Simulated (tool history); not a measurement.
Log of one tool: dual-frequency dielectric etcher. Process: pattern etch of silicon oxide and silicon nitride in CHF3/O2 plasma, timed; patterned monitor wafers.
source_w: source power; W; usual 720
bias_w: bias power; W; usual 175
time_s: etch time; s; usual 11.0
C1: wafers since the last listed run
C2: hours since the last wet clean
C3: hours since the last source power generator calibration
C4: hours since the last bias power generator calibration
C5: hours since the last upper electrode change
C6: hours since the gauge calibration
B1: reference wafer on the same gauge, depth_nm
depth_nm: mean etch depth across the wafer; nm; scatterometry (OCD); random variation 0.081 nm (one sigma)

run 1 day=0.000 | source_w=720 bias_w=175 time_s=11.0 | C1=0 C2=56.2 C3=3879.1 C4=2256.0 C5=1992.5 C6=434.4 | B1=17.57 | depth_nm=16.98
run 2 day=6.862 | source_w=720 bias_w=175 time_s=11.5 | C1=1572 C2=220.9 C3=4043.8 C4=2420.7 C5=2157.2 C6=599.1 | B1=17.65 | depth_nm=17.60
run 3 day=8.567 | source_w=720 bias_w=175 time_s=11.0 | C1=390 C2=261.8 C3=4084.7 C4=2461.6 C5=2198.1 C6=640.0 | B1=17.64 | depth_nm=17.07
run 4 day=10.504 | source_w=720 bias_w=175 time_s=11.0 | C1=444 C2=308.3 C3=4131.2 C4=2508.1 C5=2244.6 C6=686.5 | B1=17.63 | depth_nm=17.07
run 5 day=14.358 | source_w=720 bias_w=175 time_s=11.0 | C1=883 C2=400.8 C3=4223.7 C4=2600.6 C5=2337.1 C6=779.0 | B1=17.60 | depth_nm=16.94
run 6 day=18.146 | source_w=720 bias_w=194 time_s=11.0 | C1=868 C2=491.7 C3=4314.6 C4=2691.5 C5=2428.0 C6=869.9 | B1=17.66 | depth_nm=17.42
run 7 day=21.421 | source_w=720 bias_w=194 time_s=11.0 | C1=750 C2=570.3 C3=4393.2 C4=2770.1 C5=2506.6 C6=948.5 | B1=17.68 | depth_nm=17.51
run 8 day=23.696 | source_w=830 bias_w=175 time_s=12.0 | C1=521 C2=624.9 C3=4447.8 C4=2824.7 C5=2561.2 C6=1003.1 | B1=17.74 | depth_nm=19.47
-- day=25.825 wet clean of the chamber
-- day=27.208 source power generator calibrated
run 9 day=27.229 | source_w=830 bias_w=175 time_s=12.0 | C1=542 C2=33.7 C3=0.5 C4=2909.5 C5=2646.0 C6=1087.9 | B1=17.73 | depth_nm=19.58
-- day=27.733 bias power generator calibrated
run 10 day=31.262 | source_w=720 bias_w=175 time_s=11.0 | C1=886 C2=130.5 C3=97.3 C4=84.7 C5=2742.8 C6=1184.7 | B1=17.78 | depth_nm=17.07
run 11 day=34.200 | source_w=720 bias_w=175 time_s=11.0 | C1=673 C2=201.0 C3=167.8 C4=155.2 C5=2813.3 C6=1255.2 | B1=17.83 | depth_nm=17.13
run 12 day=36.775 | source_w=720 bias_w=175 time_s=11.0 | C1=590 C2=262.8 C3=229.6 C4=217.0 C5=2875.1 C6=1317.0 | B1=17.84 | depth_nm=17.02
-- day=38.312 upper electrode replaced
run 13 day=39.629 | source_w=720 bias_w=175 time_s=11.0 | C1=424 C2=331.3 C3=298.1 C4=285.5 C5=31.6 C6=1385.5 | B1=17.84 | depth_nm=17.12
run 14 day=43.517 | source_w=600 bias_w=175 time_s=9.0 | C1=890 C2=424.6 C3=391.4 C4=378.8 C5=124.9 C6=1478.8 | B1=17.89 | depth_nm=13.40
run 15 day=45.558 | source_w=720 bias_w=175 time_s=11.0 | C1=467 C2=473.6 C3=440.4 C4=427.8 C5=173.9 C6=1527.8 | B1=17.94 | depth_nm=17.45
run 16 day=47.083 | source_w=720 bias_w=175 time_s=11.0 | C1=349 C2=510.2 C3=477.0 C4=464.4 C5=210.5 C6=1564.4 | B1=17.94 | depth_nm=17.31
-- day=49.879 wet clean of the chamber
run 17 day=49.900 | source_w=670 bias_w=193 time_s=9.5 | C1=416 C2=0.5 C3=544.6 C4=532.0 C5=278.1 C6=1632.0 | B1=17.94 | depth_nm=15.11
run 18 day=51.712 | source_w=830 bias_w=175 time_s=9.5 | C1=415 C2=44.0 C3=588.1 C4=575.5 C5=321.6 C6=1675.5 | B1=18.00 | depth_nm=15.72
run 19 day=54.417 | source_w=590 bias_w=161 time_s=11.0 | C1=619 C2=108.9 C3=653.0 C4=640.4 C5=386.5 C6=1740.4 | B1=18.04 | depth_nm=15.99
run 20 day=56.217 | source_w=850 bias_w=215 time_s=8.0 | C1=412 C2=152.1 C3=696.2 C4=683.6 C5=429.7 C6=1783.6 | B1=18.06 | depth_nm=13.98
-- day=57.938 gauge calibrated
run 21 day=59.933 | source_w=560 bias_w=175 time_s=11.0 | C1=851 C2=241.3 C3=785.4 C4=772.8 C5=518.9 C6=47.9 | B1=17.56 | depth_nm=15.75
run 22 day=70.004 | source_w=610 bias_w=194 time_s=11.0 | C1=2308 C2=483.0 C3=1027.1 C4=1014.5 C5=760.6 C6=289.6 | B1=17.52 | depth_nm=16.37
run 23 day=73.300 | source_w=590 bias_w=146 time_s=11.0 | C1=755 C2=562.1 C3=1106.2 C4=1093.6 C5=839.7 C6=368.7 | B1=17.53 | depth_nm=15.21
run 24 day=76.212 | source_w=720 bias_w=175 time_s=11.0 | C1=667 C2=632.0 C3=1176.1 C4=1163.5 C5=909.6 C6=438.6 | B1=17.54 | depth_nm=16.92
-- day=79.296 wet clean of the chamber
run 25 day=79.317 | source_w=720 bias_w=175 time_s=11.0 | C1=482 C2=0.5 C3=1250.6 C4=1238.0 C5=984.1 C6=513.1 | B1=17.56 | depth_nm=16.89
run 26 day=82.408 | source_w=720 bias_w=175 time_s=11.0 | C1=708 C2=74.7 C3=1324.8 C4=1312.2 C5=1058.3 C6=587.3 | B1=17.57 | depth_nm=16.94

Forecast each of these 4 alternatives for the next run:
run A day=82.425 | source_w=720 bias_w=175 time_s=11.0 | C1=3 C2=75.1 C3=1325.2 C4=1312.6 C5=1058.7 C6=587.7 | B1=? | depth_nm=?
run B day=82.425 | source_w=770 bias_w=162 time_s=8.0 | C1=3 C2=75.1 C3=1325.2 C4=1312.6 C5=1058.7 C6=587.7 | B1=? | depth_nm=?
run C day=82.425 | source_w=790 bias_w=175 time_s=13.0 | C1=3 C2=75.1 C3=1325.2 C4=1312.6 C5=1058.7 C6=587.7 | B1=? | depth_nm=?
run D day=82.425 | source_w=810 bias_w=175 time_s=9.5 | C1=3 C2=75.1 C3=1325.2 C4=1312.6 C5=1058.7 C6=587.7 | B1=? | depth_nm=?

run=A B1=17.55 depth_nm=16.93
run=B B1=17.55 depth_nm=12.36
run=C B1=17.55 depth_nm=20.61
run=D B1=17.55 depth_nm=15.18
Without the tool's hidden state the same runs would have given:
run=A depth_nm=16.85
run=B depth_nm=12.31
run=C depth_nm=20.52
run=D depth_nm=15.12
